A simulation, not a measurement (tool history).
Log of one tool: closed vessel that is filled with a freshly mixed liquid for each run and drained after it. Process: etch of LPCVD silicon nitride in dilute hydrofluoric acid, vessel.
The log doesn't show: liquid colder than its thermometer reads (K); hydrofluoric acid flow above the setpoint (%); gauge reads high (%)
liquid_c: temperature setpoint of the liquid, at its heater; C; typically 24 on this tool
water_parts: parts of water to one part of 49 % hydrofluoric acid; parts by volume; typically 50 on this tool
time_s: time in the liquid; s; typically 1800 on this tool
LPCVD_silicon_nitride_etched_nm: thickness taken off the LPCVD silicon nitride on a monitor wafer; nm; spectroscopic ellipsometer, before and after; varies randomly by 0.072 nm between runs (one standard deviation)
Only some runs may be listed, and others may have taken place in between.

run	hour	liquid_c	water_parts	time_s	wafers since the last listed run	hours since the thermometer was replaced	hours since the hydrofluoric acid flow meter was replaced	hours since the gauge calibration	read-back film thickness of the LPCVD silicon nitride reference wafer, read on the same gauge (nm)	LPCVD_silicon_nitride_etched_nm
1	0	24	50	1800	0	1291.9	190.1	1328.9	100.03	20.52
2	81.8	24	50	1800	4518	1373.7	271.9	1410.7	99.99	20.6
3	163.7	24	50	1800	4523	1455.6	353.8	1492.6	100	20.6
4	247.2	20	50	1800	4612	1539.1	437.3	1576.1	100.01	15.74
5	285.7	20	50	1800	2126	1577.6	475.8	1614.6	100	15.65
6	333.7	20	50	1800	2651	1625.6	523.8	1662.6	100	15.65
7	371.5	24	50	1800	2087	1663.4	561.6	1700.4	99.99	20.71
8	458	24	50	1800	4777	1749.9	648.1	1786.9	100.01	20.76
9	501.8	24	50	1800	2419	1793.7	691.9	1830.7	100	20.96
10	605.3	24	50	1800	5717	1897.2	795.4	1934.2	100	20.79
11	645.5	24	50	1800	2220	1937.4	835.6	1974.4	99.98	20.92
# hour 733.6: hydrofluoric acid flow meter replaced
12	752.7	24	50	2090	5866	2044.6	19.1	2081.6	100	23.76
13	822.8	24	50	1800	3872	2114.7	89.2	2151.7	100	20.55
14	1020.3	24	50	1800	10909	2312.2	286.7	2349.2	100.01	20.64
15	1079.4	21	35	1800	3264	2371.3	345.8	2408.3	100.01	23.89
16	1161.4	24	50	1800	4529	2453.3	427.8	2490.3	100.03	20.58
17	1269.4	20.5	75	2100	5965	2561.3	535.8	2598.3	100.02	12.86
18	1327.6	21.5	50	1800	3214	2619.5	594	2656.5	100	17.6
19	1384.2	24	50	1800	3126	2676.1	650.6	2713.1	100.01	20.91
20	1471.3	24	50	1800	4811	2763.2	737.7	2800.2	100.02	20.78
21	1526.3	21.5	40	905	3038	2818.2	792.7	2855.2	100.02	11.03
# hour 1530: hydrofluoric acid flow meter replaced
# hour 1573.4: thermometer replaced
22	1612.8	27.5	30	900	4667	39.4	82.8	2941.7	100	21.37
23	1652.2	22	55	2300	2176	78.8	122.2	2981.1	99.98	20.83
# hour 1733.1: gauge calibrated
24	1752.7	22.5	25	2765	5551	179.3	222.7	19.6	100.02	55.94
25	1845.3	24	50	2550	5114	271.9	315.3	112.2	99.99	28.98
26	1945.1	24	50	1800	5512	371.7	415.1	212	100.03	20.75
27	2038.4	26.5	70	2085	5153	465	508.4	305.3	100.01	20.29
28	2092.8	24	30	735	3004	519.4	562.8	359.7	100.01	13.93
29	2220.6	24	35	2445	7059	647.2	690.6	487.5	99.99	40.07
30	2280.8	22	50	1800	3325	707.4	750.8	547.7	100	18.14
31	2321.8	27.5	30	900	2264	748.4	791.8	588.7	100	21.73

Here are 5 independent what-if runs from the current tool condition. What would each one return?
A	2323	24	50	1800	66	749.6	793	589.9	?	?
B	2323	24	50	865	66	749.6	793	589.9	?	?
C	2323	29	50	2840	66	749.6	793	589.9	?	?
D	2323	22	50	815	66	749.6	793	589.9	?	?
E	2323	22	25	1165	66	749.6	793	589.9	?	?

run	read-back film thickness of the LPCVD silicon nitride reference wafer, read on the same gauge (nm)	LPCVD_silicon_nitride_etched_nm
A	100	20.75
B	100	9.97
C	100	45.59
D	100	8.2
E	100	22.92
Without the tool's unlogged condition, the same runs would have read:
run	LPCVD_silicon_nitride_etched_nm
A	20.31
B	9.76
C	44.61
D	8.03
E	22.45
